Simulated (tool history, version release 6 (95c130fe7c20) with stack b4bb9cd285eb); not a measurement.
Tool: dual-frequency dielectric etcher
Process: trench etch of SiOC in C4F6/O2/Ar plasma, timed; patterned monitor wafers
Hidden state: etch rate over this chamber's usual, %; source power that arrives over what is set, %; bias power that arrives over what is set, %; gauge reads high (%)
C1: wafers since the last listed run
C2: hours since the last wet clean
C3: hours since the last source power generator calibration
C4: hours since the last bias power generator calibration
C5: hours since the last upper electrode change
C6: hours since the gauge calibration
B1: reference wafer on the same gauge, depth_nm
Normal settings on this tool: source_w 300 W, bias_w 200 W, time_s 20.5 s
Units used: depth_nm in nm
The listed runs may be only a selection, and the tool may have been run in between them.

{"run": 1, "hour": 0.0, "source_w": 300, "bias_w": 200, "time_s": 22.0, "C1": 0, "C2": 413.7, "C3": 1624.1, "C4": 3364.1, "C5": 2993.4, "C6": 1110.8, "B1": 38.2, "depth_nm": 42.77}
{"hour": 27.6, "done": "wet clean of the chamber"}
{"run": 2, "hour": 36.3, "source_w": 300, "bias_w": 200, "time_s": 22.0, "C1": 174, "C2": 8.7, "C3": 1660.4, "C4": 3400.4, "C5": 3029.7, "C6": 1147.1, "B1": 38.21, "depth_nm": 42.85}
{"run": 3, "hour": 65.2, "source_w": 300, "bias_w": 200, "time_s": 22.0, "C1": 409, "C2": 37.6, "C3": 1689.3, "C4": 3429.3, "C5": 3058.6, "C6": 1176.0, "B1": 38.14, "depth_nm": 42.55}
{"hour": 104.6, "done": "source power generator calibrated"}
{"run": 4, "hour": 116.8, "source_w": 300, "bias_w": 200, "time_s": 25.5, "C1": 674, "C2": 89.2, "C3": 12.2, "C4": 3480.9, "C5": 3110.2, "C6": 1227.6, "B1": 38.28, "depth_nm": 50.28}
{"run": 5, "hour": 179.3, "source_w": 300, "bias_w": 200, "time_s": 25.5, "C1": 885, "C2": 151.7, "C3": 74.7, "C4": 3543.4, "C5": 3172.7, "C6": 1290.1, "B1": 38.22, "depth_nm": 49.93}
{"run": 6, "hour": 209.1, "source_w": 300, "bias_w": 200, "time_s": 25.5, "C1": 422, "C2": 181.5, "C3": 104.5, "C4": 3573.2, "C5": 3202.5, "C6": 1319.9, "B1": 38.22, "depth_nm": 50.1}
{"run": 7, "hour": 250.9, "source_w": 300, "bias_w": 200, "time_s": 20.5, "C1": 592, "C2": 223.3, "C3": 146.3, "C4": 3615.0, "C5": 3244.3, "C6": 1361.7, "B1": 38.2, "depth_nm": 40.06}
{"run": 8, "hour": 300.1, "source_w": 300, "bias_w": 200, "time_s": 20.5, "C1": 697, "C2": 272.5, "C3": 195.5, "C4": 3664.2, "C5": 3293.5, "C6": 1410.9, "B1": 38.21, "depth_nm": 40.11}
{"run": 9, "hour": 328.2, "source_w": 300, "bias_w": 200, "time_s": 20.5, "C1": 398, "C2": 300.6, "C3": 223.6, "C4": 3692.3, "C5": 3321.6, "C6": 1439.0, "B1": 38.16, "depth_nm": 40.41}
{"run": 10, "hour": 400.2, "source_w": 230, "bias_w": 218, "time_s": 16.5, "C1": 1020, "C2": 372.6, "C3": 295.6, "C4": 3764.3, "C5": 3393.6, "C6": 1511.0, "B1": 38.25, "depth_nm": 30.54}
{"run": 11, "hour": 427.8, "source_w": 350, "bias_w": 200, "time_s": 20.5, "C1": 391, "C2": 400.2, "C3": 323.2, "C4": 3791.9, "C5": 3421.2, "C6": 1538.6, "B1": 38.16, "depth_nm": 42.8}
{"hour": 484.8, "done": "wet clean of the chamber"}
{"run": 12, "hour": 489.4, "source_w": 350, "bias_w": 200, "time_s": 20.5, "C1": 532, "C2": 4.6, "C3": 384.8, "C4": 3853.5, "C5": 3482.8, "C6": 1600.2, "B1": 38.2, "depth_nm": 42.53}
{"run": 13, "hour": 526.2, "source_w": 300, "bias_w": 200, "time_s": 20.5, "C1": 521, "C2": 41.4, "C3": 421.6, "C4": 3890.3, "C5": 3519.6, "C6": 1637.0, "B1": 38.2, "depth_nm": 39.93}
{"run": 14, "hour": 555.0, "source_w": 330, "bias_w": 235, "time_s": 19.0, "C1": 408, "C2": 70.2, "C3": 450.4, "C4": 3919.1, "C5": 3548.4, "C6": 1665.8, "B1": 38.17, "depth_nm": 42.32}
{"run": 15, "hour": 620.3, "source_w": 260, "bias_w": 179, "time_s": 17.0, "C1": 925, "C2": 135.5, "C3": 515.7, "C4": 3984.4, "C5": 3613.7, "C6": 1731.1, "B1": 38.2, "depth_nm": 29.7}
{"run": 16, "hour": 658.5, "source_w": 230, "bias_w": 156, "time_s": 16.5, "C1": 541, "C2": 173.7, "C3": 553.9, "C4": 4022.6, "C5": 3651.9, "C6": 1769.3, "B1": 38.2, "depth_nm": 25.24}
{"run": 17, "hour": 728.2, "source_w": 370, "bias_w": 162, "time_s": 18.5, "C1": 987, "C2": 243.4, "C3": 623.6, "C4": 4092.3, "C5": 3721.6, "C6": 1839.0, "B1": 38.22, "depth_nm": 35.08}
{"hour": 785.4, "done": "bias power generator calibrated"}
{"hour": 875.0, "done": "upper electrode replaced"}
{"run": 18, "hour": 912.4, "source_w": 300, "bias_w": 200, "time_s": 18.5, "C1": 2213, "C2": 427.6, "C3": 807.8, "C4": 127.0, "C5": 37.4, "C6": 2023.2, "B1": 38.23, "depth_nm": 36.26}
{"hour": 938.2, "done": "gauge calibrated"}
{"run": 19, "hour": 939.3, "source_w": 260, "bias_w": 247, "time_s": 19.0, "C1": 381, "C2": 454.5, "C3": 834.7, "C4": 153.9, "C5": 64.3, "C6": 1.1, "B1": 38.2, "depth_nm": 39.23}
{"hour": 1018.1, "done": "wet clean of the chamber"}
{"run": 20, "hour": 1018.6, "source_w": 300, "bias_w": 221, "time_s": 20.5, "C1": 783, "C2": 0.5, "C3": 914.0, "C4": 233.2, "C5": 143.6, "C6": 80.4, "B1": 38.21, "depth_nm": 42.17}
{"run": 21, "hour": 1067.1, "source_w": 300, "bias_w": 161, "time_s": 20.5, "C1": 687, "C2": 49.0, "C3": 962.5, "C4": 281.7, "C5": 192.1, "C6": 128.9, "B1": 38.21, "depth_nm": 35.52}
{"run": 22, "hour": 1138.8, "source_w": 300, "bias_w": 200, "time_s": 17.5, "C1": 1016, "C2": 120.7, "C3": 1034.2, "C4": 353.4, "C5": 263.8, "C6": 200.6, "B1": 38.25, "depth_nm": 34.01}
{"run": 23, "hour": 1183.2, "source_w": 300, "bias_w": 200, "time_s": 20.5, "C1": 629, "C2": 165.1, "C3": 1078.6, "C4": 397.8, "C5": 308.2, "C6": 245.0, "B1": 38.21, "depth_nm": 40.26}
{"run": 24, "hour": 1249.9, "source_w": 300, "bias_w": 200, "time_s": 20.5, "C1": 945, "C2": 231.8, "C3": 1145.3, "C4": 464.5, "C5": 374.9, "C6": 311.7, "B1": 38.16, "depth_nm": 39.66}
{"run": 25, "hour": 1299.3, "source_w": 350, "bias_w": 246, "time_s": 20.5, "C1": 700, "C2": 281.2, "C3": 1194.7, "C4": 513.9, "C5": 424.3, "C6": 361.1, "B1": 38.21, "depth_nm": 47.23}
{"run": 26, "hour": 1332.4, "source_w": 300, "bias_w": 200, "time_s": 20.5, "C1": 469, "C2": 314.3, "C3": 1227.8, "C4": 547.0, "C5": 457.4, "C6": 394.2, "B1": 38.26, "depth_nm": 40.0}
{"run": 27, "hour": 1364.1, "source_w": 260, "bias_w": 200, "time_s": 20.5, "C1": 449, "C2": 346.0, "C3": 1259.5, "C4": 578.7, "C5": 489.1, "C6": 425.9, "B1": 38.18, "depth_nm": 37.63}
{"hour": 1438.6, "done": "wet clean of the chamber"}
{"run": 28, "hour": 1439.1, "source_w": 370, "bias_w": 154, "time_s": 15.0, "C1": 722, "C2": 0.5, "C3": 1334.5, "C4": 653.7, "C5": 564.1, "C6": 500.9, "B1": 38.19, "depth_nm": 27.57}
{"run": 29, "hour": 1500.3, "source_w": 300, "bias_w": 200, "time_s": 20.5, "C1": 867, "C2": 61.7, "C3": 1395.7, "C4": 714.9, "C5": 625.3, "C6": 562.1, "B1": 38.21, "depth_nm": 39.66}
{"run": 30, "hour": 1547.8, "source_w": 300, "bias_w": 200, "time_s": 20.5, "C1": 673, "C2": 109.2, "C3": 1443.2, "C4": 762.4, "C5": 672.8, "C6": 609.6, "B1": 38.19, "depth_nm": 39.69}

Below, each run's measurement less what the same run would have read without the hidden state. Both values contain the same run-to-run variation, but the gauge's scatter may not be the same in both:
run=1 depth_nm=-0.65
run=2 depth_nm=-0.69
run=3 depth_nm=-0.72
run=4 depth_nm=-0.07
run=5 depth_nm=-0.08
run=6 depth_nm=-0.08
run=7 depth_nm=-0.06
run=8 depth_nm=-0.07
run=9 depth_nm=-0.07
run=10 depth_nm=-0.06
run=11 depth_nm=-0.09
run=12 depth_nm=-0.10
run=13 depth_nm=-0.10
run=14 depth_nm=-0.12
run=15 depth_nm=-0.09
run=16 depth_nm=-0.09
run=17 depth_nm=-0.15
run=18 depth_nm=-0.21
run=19 depth_nm=-0.24
run=20 depth_nm=-0.30
run=21 depth_nm=-0.29
run=22 depth_nm=-0.30
run=23 depth_nm=-0.39
run=24 depth_nm=-0.42
run=25 depth_nm=-0.53
run=26 depth_nm=-0.49
run=27 depth_nm=-0.48
run=28 depth_nm=-0.40
run=29 depth_nm=-0.61
run=30 depth_nm=-0.64

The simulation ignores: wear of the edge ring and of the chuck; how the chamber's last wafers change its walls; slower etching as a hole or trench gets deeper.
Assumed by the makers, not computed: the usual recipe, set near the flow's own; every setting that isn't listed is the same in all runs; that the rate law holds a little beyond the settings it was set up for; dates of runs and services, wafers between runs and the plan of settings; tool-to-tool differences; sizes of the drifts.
